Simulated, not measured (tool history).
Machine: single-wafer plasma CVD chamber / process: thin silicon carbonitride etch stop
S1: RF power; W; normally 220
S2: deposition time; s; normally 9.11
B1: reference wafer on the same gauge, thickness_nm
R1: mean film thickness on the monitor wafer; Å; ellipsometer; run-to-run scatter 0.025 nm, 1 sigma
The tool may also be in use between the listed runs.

run	hour	S1	S2	B1	R1
1	0	220	9.11	5.439	48.77
2	22.5	220	9.11	5.42	49.45
3	45.4	220	9.11	5.425	48.59
4	69.6	220	9.11	5.425	49.48
5	85.8	220	9.11	5.435	49.03
6	113.4	220	9.11	5.435	49.16
7	131.7	220	9.11	5.434	48.79
8	164.9	220	9.11	5.443	48.91
9	187.1	220	9.11	5.425	48.68
10	211.8	220	9.11	5.436	48.62
# hour 287: gauge calibrated
11	302.2	220	9.11	5.421	48.82
12	317	220	9.11	5.438	49
13	344.9	220	9.11	5.43	48.73
14	363.5	220	9.11	5.441	49.15
# hour 393.2: thermocouple changed; heater temperature recalibrated
15	393.7	220	9.11	5.431	49.34
16	406.3	200	8.61	5.434	43.89
# hour 422.3: showerhead replaced, of another model than before
17	422.8	220	9.11	5.431	47.64
18	454.2	175	9.77	5.429	41.49
19	477.9	250	7.44	5.428	42.53
20	498.4	220	9.11	5.428	47.42
21	529.7	240	8.52	5.43	47.3
22	554.9	220	9.11	5.434	47.38
23	587.4	240	7.43	5.435	41.56
24	606.2	185	9.84	5.439	44
# hour 632.8: RF generator calibrated
25	636.6	180	7.88	5.438	36.32
26	658	240	8.38	5.424	48.65
27	689.3	255	9.11	5.432	55.15

What will run 28 give?
28	710.4	210	10.59	?	?

{"run 28": {"B1": 5.428, "R1": 56.01}}
Had the tool carried no hidden state, the very same run would have given R1 57.65 Å.

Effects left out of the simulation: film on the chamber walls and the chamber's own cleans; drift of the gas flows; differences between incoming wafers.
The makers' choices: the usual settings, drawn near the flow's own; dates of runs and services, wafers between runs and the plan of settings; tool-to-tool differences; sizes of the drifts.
